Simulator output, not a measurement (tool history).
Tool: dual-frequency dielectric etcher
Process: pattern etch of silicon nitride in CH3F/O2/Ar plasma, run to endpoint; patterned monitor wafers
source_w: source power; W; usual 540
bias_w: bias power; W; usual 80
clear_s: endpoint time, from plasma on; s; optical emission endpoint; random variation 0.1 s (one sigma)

run    hour  source_w  bias_w  wafers since the last listed run  hours since the last wet clean  hours since the last source power generator calibration  hours since the last bias power generator calibration  hours since the last upper electrode change  incoming incoming film thickness, nm  clear_s
  1       0       640      72                                 0                            58.8                                                   2762.3                                                 1072.6                                       1785.1                                    21     25.4
  2    51.9       540      88                               818                           110.7                                                   2814.2                                                 1124.5                                         1837                                 21.26     25.2
  3   118.3       540      88                              1047                           177.1                                                   2880.6                                                 1190.9                                       1903.4                                 20.96     24.9
  4   186.6       540      88                              1077                           245.4                                                   2948.9                                                 1259.2                                       1971.7                                 21.17     25.1
  5   251.7       540      93                              1026                           310.5                                                     3014                                                 1324.3                                       2036.8                                  21.2     24.6
  6   322.1       540      93                              1110                           380.9                                                   3084.4                                                 1394.7                                       2107.2                                 21.08     24.3
      358.4  -- wet clean of the chamber
  7   386.7       540      93                               640                            28.3                                                     3149                                                 1459.3                                       2171.8                                 21.04     24.8
  8   455.1       540      80                              1078                            96.7                                                   3217.4                                                 1527.7                                       2240.2                                 20.87     25.5
  9     518       540      80                               991                           159.6                                                   3280.3                                                 1590.6                                       2303.1                                 21.15     25.8
 10   579.8       540      80                               974                           221.4                                                   3342.1                                                 1652.4                                       2364.9                                 21.19     25.7
 11   635.7       540      80                               881                           277.3                                                     3398                                                 1708.3                                       2420.8                                 21.01     25.4
      669.5  -- bias power generator calibrated
 12     674       540      66                               540                           315.6                                                   3436.3                                                    4.5                                       2459.1                                 21.08     26.9
      700.3  -- wet clean of the chamber
 13   742.1       580      67                               695                            41.8                                                   3504.4                                                   72.6                                       2527.2                                 21.14     26.9
 14   806.5       580      67                              1015                           106.2                                                   3568.8                                                    137                                       2591.6                                 21.03     26.5
 15   849.8       580      67                               682                           149.5                                                   3612.1                                                  180.3                                       2634.9                                 21.15     26.8
 16   900.6       540      80                               801                           200.3                                                   3662.9                                                  231.1                                       2685.7                                 21.03     25.6
 17     939       540      80                               605                           238.7                                                   3701.3                                                  269.5                                       2724.1                                 20.93     25.4
 18   965.1       460      80                               411                           264.8                                                   3727.4                                                  295.6                                       2750.2                                 21.05     26.3
 19  1005.8       540      80                               641                           305.5                                                   3768.1                                                  336.3                                       2790.9                                    21     25.4
     1049.9  -- upper electrode replaced
 20  1063.5       620      96                               531                           363.2                                                   3825.8                                                    394                                         13.6                                 21.31     23.6
     1090.9  -- wet clean of the chamber
 21  1124.5       500      64                               583                            33.6                                                   3886.8                                                    455                                         74.6                                 20.75     27.7
 22  1178.1       500      93                               845                            87.2                                                   3940.4                                                  508.6                                        128.2                                 20.93     25.2
     1192.6  -- source power generator calibrated
 23  1203.4       440      98                               335                           112.5                                                     10.8                                                  533.9                                        153.5                                 21.08     25.7
 24  1257.7       620      80                               856                           166.8                                                     65.1                                                  588.2                                        207.8                                 21.11       25
 25  1319.5       540      68                               974                           228.6                                                    126.9                                                    650                                        269.6                                 21.03     26.9
 26  1353.5       540      90                               536                           262.6                                                    160.9                                                    684                                        303.6                                 21.04     24.6
 27  1402.8       490      70                               777                           311.9                                                    210.2                                                  733.3                                        352.9                                 21.12     27.1
 28  1449.5       590      70                               736                           358.6                                                    256.9                                                    780                                        399.6                                 21.15     25.8
 29  1490.4       650      95                               644                           399.5                                                    297.8                                                  820.9                                        440.5                                 21.03       23
     1527.2  -- wet clean of the chamber
 30  1537.2       540      80                               359                              10                                                    344.6                                                  867.7                                        487.3                                 21.22     26.3
 31  1577.9       540      80                               641                            50.7                                                    385.3                                                  908.4                                          528                                 21.12     25.8
 32  1614.6       610      70                               578                            87.4                                                      422                                                  945.1                                        564.7                                 21.24     26.2
 33  1755.1       540      98                              2215                           227.9                                                    562.5                                                 1085.6                                        705.2                                 21.26     24.3
 34  1801.9       650      80                               738                           274.7                                                    609.3                                                 1132.4                                          752                                  21.3     24.8

Forecast each of these 5 alternatives for the next run:
  A  1802.3       630      80                                 6                           275.1                                                    609.7                                                 1132.8                                        752.4                                 21.03        ?
  B  1802.3       460      62                                 6                           275.1                                                    609.7                                                 1132.8                                        752.4                                 21.03        ?
  C  1802.3       430      69                                 6                           275.1                                                    609.7                                                 1132.8                                        752.4                                 21.03        ?
  D  1802.3       660      97                                 6                           275.1                                                    609.7                                                 1132.8                                        752.4                                 21.03        ?
  E  1802.3       660      63                                 6                           275.1                                                    609.7                                                 1132.8                                        752.4                                 21.03        ?

run  clear_s
  A     24.7
  B     28.5
  C     28.1
  D     23.1
  E       26
Without the tool's hidden state the same runs would have given:
run  clear_s
  A     25.1
  B     28.9
  C     28.5
  D     23.5
  E     26.4

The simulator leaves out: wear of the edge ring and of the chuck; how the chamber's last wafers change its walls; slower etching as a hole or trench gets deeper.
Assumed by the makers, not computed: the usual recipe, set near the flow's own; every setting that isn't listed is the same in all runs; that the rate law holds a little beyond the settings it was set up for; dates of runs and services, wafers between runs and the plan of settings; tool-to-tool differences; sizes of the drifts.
